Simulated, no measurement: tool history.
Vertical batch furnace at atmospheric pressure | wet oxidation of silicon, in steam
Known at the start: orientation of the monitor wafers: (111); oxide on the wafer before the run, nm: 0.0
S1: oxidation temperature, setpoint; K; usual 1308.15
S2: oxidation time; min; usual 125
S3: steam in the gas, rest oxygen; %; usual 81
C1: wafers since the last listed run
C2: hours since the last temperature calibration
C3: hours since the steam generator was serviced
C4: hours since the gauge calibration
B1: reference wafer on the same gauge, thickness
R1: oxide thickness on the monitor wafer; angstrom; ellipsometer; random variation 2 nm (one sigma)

run 1 day=0 | S1=1308.15 S2=139 S3=81 | C1=0 C2=1849.4 C3=2007.5 C4=940.1 | B1=629.7 | R1=7212.8
run 2 day=3.571 | S1=1308.15 S2=160 S3=81 | C1=795 C2=1935.1 C3=2093.2 C4=1025.8 | B1=629.98 | R1=7811.5
run 3 day=5.221 | S1=1308.15 S2=125 S3=88 | C1=367 C2=1974.7 C3=2132.8 C4=1065.4 | B1=630.07 | R1=7103.1
run 4 day=8.304 | S1=1308.15 S2=125 S3=81 | C1=686 C2=2048.7 C3=2206.8 C4=1139.4 | B1=629.63 | R1=6762.2
run 5 day=10.588 | S1=1308.15 S2=125 S3=81 | C1=508 C2=2103.5 C3=2261.6 C4=1194.2 | B1=629.99 | R1=6803.8
run 6 day=12.608 | S1=1308.15 S2=125 S3=81 | C1=450 C2=2152 C3=2310.1 C4=1242.7 | B1=630.25 | R1=6770
run 7 day=16.171 | S1=1308.15 S2=125 S3=81 | C1=793 C2=2237.5 C3=2395.6 C4=1328.2 | B1=629.71 | R1=6776.8
run 8 day=20.221 | S1=1308.15 S2=125 S3=81 | C1=902 C2=2334.7 C3=2492.8 C4=1425.4 | B1=629.68 | R1=6793.9
run 9 day=22.921 | S1=1308.15 S2=125 S3=81 | C1=601 C2=2399.5 C3=2557.6 C4=1490.2 | B1=630.07 | R1=6800.4
run 10 day=27.292 | S1=1315.15 S2=125 S3=81 | C1=973 C2=2504.4 C3=2662.5 C4=1595.1 | B1=630.04 | R1=6987.1
run 11 day=30.654 | S1=1315.15 S2=125 S3=81 | C1=749 C2=2585.1 C3=2743.2 C4=1675.8 | B1=630.41 | R1=6983.7
run 12 day=33.667 | S1=1315.15 S2=125 S3=81 | C1=671 C2=2657.4 C3=2815.5 C4=1748.1 | B1=630.36 | R1=6967.5
run 13 day=37.254 | S1=1317.15 S2=125 S3=74 | C1=799 C2=2743.5 C3=2901.6 C4=1834.2 | B1=629.88 | R1=6648.8
-- day=38.962 steam generator serviced
run 14 day=40.712 | S1=1308.15 S2=125 S3=76 | C1=547 C2=2826.5 C3=42 C4=1917.2 | B1=629.89 | R1=6730
-- day=49.429 thermocouples replaced and temperature profile calibrated
run 15 day=49.45 | S1=1308.15 S2=125 S3=81 | C1=1723 C2=0.5 C3=251.7 C4=2126.9 | B1=630.07 | R1=6862.6
run 16 day=51.383 | S1=1308.15 S2=125 S3=81 | C1=430 C2=46.9 C3=298.1 C4=2173.3 | B1=629.87 | R1=6839.7
-- day=51.992 gauge calibrated
run 17 day=54.888 | S1=1325.15 S2=125 S3=81 | C1=780 C2=131 C3=382.2 C4=69.5 | B1=630.41 | R1=7307.2
run 18 day=58.904 | S1=1330.15 S2=172 S3=78 | C1=894 C2=227.4 C3=478.6 C4=165.9 | B1=630.06 | R1=8676.1
run 19 day=62.492 | S1=1308.15 S2=125 S3=81 | C1=799 C2=313.5 C3=564.7 C4=252 | B1=629.88 | R1=6845.5
run 20 day=64.696 | S1=1308.15 S2=125 S3=81 | C1=491 C2=366.4 C3=617.6 C4=304.9 | B1=629.88 | R1=6823.6
run 21 day=68.929 | S1=1308.15 S2=125 S3=92 | C1=943 C2=468 C3=719.2 C4=406.5 | B1=629.69 | R1=7357
run 22 day=72.492 | S1=1308.15 S2=125 S3=86 | C1=793 C2=553.5 C3=804.7 C4=492 | B1=629.89 | R1=7078.4
run 23 day=75.55 | S1=1308.15 S2=125 S3=81 | C1=681 C2=626.9 C3=878.1 C4=565.4 | B1=630.05 | R1=6805.1
run 24 day=77.412 | S1=1322.15 S2=125 S3=91 | C1=414 C2=671.6 C3=922.8 C4=610.1 | B1=629.32 | R1=7689.8
run 25 day=80.183 | S1=1286.15 S2=125 S3=72 | C1=617 C2=738.1 C3=989.3 C4=676.6 | B1=629.33 | R1=5853.7
run 26 day=82.875 | S1=1308.15 S2=125 S3=69 | C1=599 C2=802.7 C3=1053.9 C4=741.2 | B1=630.03 | R1=6263.6
run 27 day=86.492 | S1=1308.15 S2=104.5 S3=77 | C1=805 C2=889.5 C3=1140.7 C4=828 | B1=630.35 | R1=6010.3
run 28 day=90.4 | S1=1284.15 S2=83 S3=87 | C1=870 C2=983.3 C3=1234.5 C4=921.8 | B1=629.76 | R1=5059.3
run 29 day=94.338 | S1=1315.15 S2=125 S3=81 | C1=877 C2=1077.8 C3=1329 C4=1016.3 | B1=630.4 | R1=7072
run 30 day=98.333 | S1=1301.15 S2=63.5 S3=81 | C1=890 C2=1173.7 C3=1424.9 C4=1112.2 | B1=629.82 | R1=4506.6
run 31 day=102.446 | S1=1308.15 S2=150 S3=81 | C1=916 C2=1272.4 C3=1523.6 C4=1210.9 | B1=630.4 | R1=7538.4
run 32 day=105.108 | S1=1308.15 S2=125 S3=81 | C1=593 C2=1336.3 C3=1587.5 C4=1274.8 | B1=630.37 | R1=6830.2

What the log doesn't show, run by run:
gauge reads high (%): 0 in every run
H1: true tube temperature minus thermocouple reading, K
H2: steam share off its setpoint, % of the setpoint
run=1 H1=2.98 H2=-3.77
run=2 H1=3.1 H2=-3.92
run=3 H1=3.16 H2=-4
run=4 H1=3.27 H2=-4.13
run=5 H1=3.35 H2=-4.23
run=6 H1=3.42 H2=-4.31
run=7 H1=3.54 H2=-4.47
run=8 H1=3.68 H2=-4.64
run=9 H1=3.78 H2=-4.76
run=10 H1=3.93 H2=-4.95
run=11 H1=4.04 H2=-5.09
run=12 H1=4.15 H2=-5.22
run=13 H1=4.27 H2=-5.38
run=14 H1=4.39 H2=-0.283
run=15 H1=0.815 H2=-0.66
run=16 H1=0.882 H2=-0.743
run=17 H1=1 H2=-0.894
run=18 H1=1.14 H2=-1.07
run=19 H1=1.27 H2=-1.22
run=20 H1=1.35 H2=-1.32
run=21 H1=1.49 H2=-1.5
run=22 H1=1.62 H2=-1.65
run=23 H1=1.72 H2=-1.79
run=24 H1=1.79 H2=-1.87
run=25 H1=1.89 H2=-1.98
run=26 H1=1.98 H2=-2.1
run=27 H1=2.1 H2=-2.26
run=28 H1=2.24 H2=-2.43
run=29 H1=2.38 H2=-2.6
run=30 H1=2.52 H2=-2.77
run=31 H1=2.66 H2=-2.95
run=32 H1=2.75 H2=-3.06
